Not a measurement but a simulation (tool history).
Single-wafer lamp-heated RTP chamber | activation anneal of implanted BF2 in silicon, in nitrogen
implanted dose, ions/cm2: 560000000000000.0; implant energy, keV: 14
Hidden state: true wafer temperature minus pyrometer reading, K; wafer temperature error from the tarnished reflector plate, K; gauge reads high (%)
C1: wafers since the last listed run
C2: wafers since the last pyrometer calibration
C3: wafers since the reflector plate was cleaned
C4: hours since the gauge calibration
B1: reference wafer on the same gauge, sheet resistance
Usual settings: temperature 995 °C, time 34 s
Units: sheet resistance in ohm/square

Run 1, hour 0: usual settings; C1 0; C2 3933; C3 4849; C4 480.1; B1 301.69. Result: sheet resistance 258.77 ohm/square.
Run 2, hour 50.6: usual settings; C1 667; C2 4600; C3 5517; C4 530.7; B1 301.81. Result: sheet resistance 258.46 ohm/square.
Run 3, hour 116: usual settings; C1 863; C2 5464; C3 6380; C4 596.1; B1 301.66. Result: sheet resistance 258.49 ohm/square.
At hour 165.3: pyrometer window cleaned and pyrometer calibrated.
Run 4, hour 170.3: usual settings; C1 611; C2 66; C3 6991; C4 650.4; B1 302.13. Result: sheet resistance 262.52 ohm/square.
Run 5, hour 239.2: usual settings; C1 909; C2 975; C3 7900; C4 719.3; B1 302.13. Result: sheet resistance 262.77 ohm/square.
Run 6, hour 306.9: usual settings; C1 893; C2 1869; C3 8794; C4 787; B1 302.3. Result: sheet resistance 263.6 ohm/square.
Run 7, hour 378: usual settings; C1 938; C2 2807; C3 9732; C4 858.1; B1 302.13. Result: sheet resistance 262.11 ohm/square.
Run 8, hour 447.8: usual settings; C1 921; C2 3728; C3 10653; C4 927.9; B1 302.17. Result: sheet resistance 259.05 ohm/square.
Run 9, hour 497.9: usual settings; C1 661; C2 4390; C3 11315; C4 978; B1 302.07. Result: sheet resistance 259.18 ohm/square.
Run 10, hour 526.3: usual settings; C1 374; C2 4764; C3 11689; C4 1006.4; B1 301.25. Result: sheet resistance 259.23 ohm/square.
At hour 536.9: pyrometer window cleaned and pyrometer calibrated.
Run 11, hour 564.5: usual settings; C1 398; C2 363; C3 12088; C4 1044.6; B1 301.89. Result: sheet resistance 256.93 ohm/square.
Run 12, hour 741.2: usual settings; C1 2332; C2 2695; C3 14420; C4 1221.3; B1 302.28. Result: sheet resistance 251.84 ohm/square.
Run 13, hour 782.3: usual settings; C1 542; C2 3238; C3 14963; C4 1262.4; B1 302.02. Result: sheet resistance 251.59 ohm/square.
Run 14, hour 849.9: usual settings; C1 892; C2 4130; C3 15855; C4 1330; B1 301.76. Result: sheet resistance 249.57 ohm/square.
At hour 902.8: reflector plate cleaned.
Run 15, hour 903.3: usual settings; C1 599; C2 4729; C3 6; C4 1383.4; B1 301.83. Result: sheet resistance 250.91 ohm/square.
At hour 923.4: pyrometer window cleaned and pyrometer calibrated, repeated, since the last time left the tool worse.
Run 16, hour 958.3: usual settings; C1 620; C2 460; C3 626; C4 1438.4; B1 302.58. Result: sheet resistance 261.43 ohm/square.
Run 17, hour 1034.2: usual settings; C1 1001; C2 1462; C3 1628; C4 1514.3; B1 301.17. Result: sheet resistance 263.24 ohm/square.
Run 18, hour 1069.3: usual settings but temperature 1006 °C, time 52 s; C1 463; C2 1925; C3 2091; C4 1549.4; B1 302.4. Result: sheet resistance 244.08 ohm/square.
Run 19, hour 1162.9: usual settings but temperature 982 °C, time 21 s; C1 1235; C2 3160; C3 3327; C4 1643; B1 301.91. Result: sheet resistance 284.85 ohm/square.
Run 20, hour 1223.2: usual settings but temperature 971 °C; C1 795; C2 3956; C3 4123; C4 1703.3; B1 302.03. Result: sheet resistance 284.94 ohm/square.
Run 21, hour 1247.9: usual settings; C1 325; C2 4282; C3 4448; C4 1728; B1 301.52. Result: sheet resistance 262.1 ohm/square.
Run 22, hour 1306.3: usual settings but temperature 1019 °C, time 46 s; C1 770; C2 5053; C3 5219; C4 1786.4; B1 301.55. Result: sheet resistance 229.63 ohm/square.
At hour 1320.7: pyrometer window cleaned and pyrometer calibrated.
Run 23, hour 1351.5: usual settings but temperature 968 °C; C1 490; C2 406; C3 5710; C4 1831.6; B1 302.03. Result: sheet resistance 297.24 ohm/square.
At hour 1404.9: gauge calibrated.
Run 24, hour 1417.9: usual settings but temperature 1007 °C; C1 876; C2 1282; C3 6587; C4 13; B1 302.12. Result: sheet resistance 251.66 ohm/square.
Run 25, hour 1496.7: usual settings but temperature 968 °C; C1 1039; C2 2322; C3 7626; C4 91.8; B1 301.75. Result: sheet resistance 292.1 ohm/square.
Run 26, hour 1563.8: usual settings but temperature 1015 °C, time 39 s; C1 885; C2 3208; C3 8512; C4 158.9; B1 302.01. Result: sheet resistance 241.6 ohm/square.
Run 27, hour 1605.6: usual settings but temperature 973 °C, time 50 s; C1 551; C2 3760; C3 9064; C4 200.7; B1 302.14. Result: sheet resistance 274.33 ohm/square.
Run 28, hour 1670: usual settings but temperature 1021 °C, time 25 s; C1 849; C2 4609; C3 9914; C4 265.1; B1 301.76. Result: sheet resistance 243.73 ohm/square.
Run 29, hour 1721.8: usual settings but time 50 s; C1 683; C2 5293; C3 10597; C4 316.9; B1 302.14. Result: sheet resistance 250.66 ohm/square.
At hour 1742.2: pyrometer window cleaned and pyrometer calibrated.
Run 30, hour 1747.4: usual settings but temperature 1010 °C, time 14 s; C1 232; C2 68; C3 10830; C4 342.5; B1 302.52. Result: sheet resistance 268.25 ohm/square.
Run 31, hour 1781.3: usual settings but temperature 972 °C, time 47 s; C1 447; C2 516; C3 11277; C4 376.4; B1 302.35. Result: sheet resistance 281.01 ohm/square.
Run 32, hour 1927.7: usual settings but temperature 985 °C, time 15 s; C1 1932; C2 2448; C3 13209; C4 522.8; B1 301.69. Result: sheet resistance 291.94 ohm/square.
Run 33, hour 1998.2: usual settings but temperature 984 °C, time 40 s; C1 930; C2 3378; C3 14140; C4 593.3; B1 302.38. Result: sheet resistance 268.03 ohm/square.
Run 34, hour 2040: usual settings; C1 551; C2 3930; C3 14691; C4 635.1; B1 302.27. Result: sheet resistance 259.48 ohm/square.

3 ways to go on from here, each from the tool as it stands after run 34. What would each give?
Run A, hour 2040.4: usual settings but temperature 1015 °C; C1 5; C2 3935; C3 14696; C4 635.5; B1 ?. Result: sheet resistance ?.
Run B, hour 2040.4: usual settings but temperature 1011 °C, time 43 s; C1 5; C2 3935; C3 14696; C4 635.5; B1 ?. Result: sheet resistance ?.
Run C, hour 2040.4: usual settings but temperature 969 °C, time 14 s; C1 5; C2 3935; C3 14696; C4 635.5; B1 ?. Result: sheet resistance ?.

run      B1  sheet resistance
  A  301.84            243.65
  B  301.84            241.63
  C  301.84            319.22
Without the tool's hidden state the same runs would have given:
run  sheet resistance
  A            247.49
  B            245.59
  C            330.12
